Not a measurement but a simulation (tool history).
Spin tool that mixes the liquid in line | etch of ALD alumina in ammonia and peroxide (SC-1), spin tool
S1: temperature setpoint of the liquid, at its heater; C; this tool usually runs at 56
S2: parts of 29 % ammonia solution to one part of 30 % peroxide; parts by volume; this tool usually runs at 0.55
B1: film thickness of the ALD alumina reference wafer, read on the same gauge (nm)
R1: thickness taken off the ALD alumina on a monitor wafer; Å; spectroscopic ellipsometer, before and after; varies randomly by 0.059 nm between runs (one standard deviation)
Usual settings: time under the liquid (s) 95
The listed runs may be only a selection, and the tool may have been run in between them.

Run 1, hour 0: usual settings; B1 139.97. Result: R1 51 Å.
Run 2, hour 15.6: usual settings; B1 140.02. Result: R1 50.9 Å.
Run 3, hour 35: usual settings; B1 140.01. Result: R1 50.8 Å.
Run 4, hour 49.6: usual settings; B1 139.96. Result: R1 50.3 Å.
Run 5, hour 62.8: usual settings; B1 140.01. Result: R1 49.7 Å.
Run 6, hour 80.5: usual settings; B1 139.94. Result: R1 50.7 Å.
Run 7, hour 104.7: usual settings but S2 0.75 parts by volume, time under the liquid (s) 75; B1 140.01. Result: R1 41.3 Å.
Run 8, hour 133.7: usual settings; B1 139.99. Result: R1 51.6 Å.
Run 9, hour 159.9: usual settings; B1 139.99. Result: R1 50.7 Å.
Run 10, hour 184.8: usual settings; B1 140.05. Result: R1 50.3 Å.
Run 11, hour 202.5: usual settings but S2 0.65 parts by volume; B1 140.05. Result: R1 51.2 Å.
Run 12, hour 263.1: usual settings but time under the liquid (s) 125; B1 140.01. Result: R1 65.4 Å.
At hour 277.7: heated supply line repaired.
At hour 284: new drum of ammonia solution connected.
At hour 284.9: gauge calibrated.
Run 13, hour 287.6: usual settings but S1 47.5 C; B1 139.97. Result: R1 39.4 Å.
Run 14, hour 310.8: usual settings but S1 60 C, time under the liquid (s) 110; B1 140. Result: R1 87.1 Å.
At hour 315.9: ammonia flow meter replaced.
Run 15, hour 324.3: usual settings but S1 51 C, S2 0.7 parts by volume, time under the liquid (s) 55; B1 140.01. Result: R1 28 Å.
Run 16, hour 378.3: usual settings; B1 140.01. Result: R1 61.8 Å.
Run 17, hour 397.9: usual settings but S1 60.5 C, S2 0.4 parts by volume; B1 140. Result: R1 75.1 Å.
Run 18, hour 429.6: usual settings but S1 52 C, S2 0.45 parts by volume, time under the liquid (s) 45; B1 140.01. Result: R1 22.9 Å.
At hour 461: thermometer replaced.
Run 19, hour 465.4: usual settings but S1 62 C, S2 0.7 parts by volume; B1 140. Result: R1 84 Å.
Run 20, hour 497.5: usual settings; B1 139.97. Result: R1 60.1 Å.
Run 21, hour 530.9: usual settings but S1 48.5 C, S2 0.3 parts by volume, time under the liquid (s) 65; B1 139.97. Result: R1 25.9 Å.
Run 22, hour 555.9: usual settings; B1 140. Result: R1 59.5 Å.
At hour 572.7: gauge calibrated.
Run 23, hour 576: usual settings but S1 48 C, S2 0.35 parts by volume, time under the liquid (s) 130; B1 140. Result: R1 51 Å.
Run 24, hour 588.3: usual settings; B1 140.01. Result: R1 60.9 Å.

What if the next run were any one of these 4? Each begins from the tool's condition after run 24:
Run A, hour 588.7: usual settings; B1 ?. Result: R1 ?.
Run B, hour 588.7: usual settings but S1 61 C, S2 0.75 parts by volume, time under the liquid (s) 40; B1 ?. Result: R1 ?.
Run C, hour 588.7: usual settings but S1 48 C, S2 0.7 parts by volume, time under the liquid (s) 140; B1 ?. Result: R1 ?.
Run D, hour 588.7: usual settings but S1 64.5 C, S2 0.3 parts by volume, time under the liquid (s) 80; B1 ?. Result: R1 ?.

run   B1    R1
  A  140  60.3
  B  140  33.9
  C  140  58.8
  D  140  74.2
Had the tool no hidden state, the same runs would have come out as:
run    R1
  A  62.2
  B    35
  C  60.8
  D  76.5
